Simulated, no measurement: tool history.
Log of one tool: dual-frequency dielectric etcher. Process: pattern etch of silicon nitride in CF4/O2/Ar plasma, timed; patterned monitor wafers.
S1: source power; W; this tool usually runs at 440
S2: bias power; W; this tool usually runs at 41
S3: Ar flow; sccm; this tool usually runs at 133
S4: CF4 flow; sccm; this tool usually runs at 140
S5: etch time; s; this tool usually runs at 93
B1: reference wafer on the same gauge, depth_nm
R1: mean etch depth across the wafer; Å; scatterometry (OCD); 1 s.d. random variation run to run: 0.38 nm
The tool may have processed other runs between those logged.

run	hour	S1	S2	S3	S4	S5	B1	R1
1	0	440	41	133	140	93	182	1605
2	34.5	440	41	133	140	93	182	1612
# hour 42.4: CF4 flow controller replaced
3	51.3	440	41	133	140	106.5	182.1	1841
4	85.2	440	41	133	140	93	182	1612
5	105.5	440	44	133	140	112	182	1972
# hour 164.4: wet clean of the chamber
6	164.9	480	41	125	140	67	182	1254
7	165.2	440	41	133	140	93	182	1615
# hour 180.6: gauge calibrated
8	190.2	440	41	160	123	109.5	182.1	1798
# hour 250.4: bias power generator calibrated
9	267.9	500	44	155	160	93	182	1820
# hour 288.1: source power generator calibrated
10	360.2	440	38	108	140	93	182	1572
11	375.1	520	36	133	140	70	182.1	1285
12	401.3	440	33	103	140	71	182.1	1162
13	425.3	500	44	155	160	93	182.1	1752
14	455.2	440	51	133	110	93	182	1610
15	478.8	440	41	133	140	93	182	1558
16	492.6	410	41	133	140	114.5	182	1816
17	513	440	33	133	140	93	182	1455
18	530.9	370	41	119	159	93	182	1405
19	565.1	440	41	133	140	85.5	182	1435
20	588.1	440	32	133	140	93	182.1	1443
21	603.6	440	41	133	173	93	181.9	1607

Results for each run, recomputed without the tool's hidden state and with each run's random variation untouched:
Hidden conditions of the tool in this case: etch rate over this chamber's usual, %; source power that arrives over what is set, %; bias power that arrives over what is set, %; Ar flow that arrives over what is set, %; CF4 flow that arrives over what is set, %; gauge reads high (%).
run	R1
1	1554
2	1560
3	1780
4	1558
5	1905
6	1210
7	1559
8	1735
9	1753
10	1572
11	1285
12	1162
13	1750
14	1607
15	1555
16	1811
17	1450
18	1400
19	1429
20	1437
21	1600
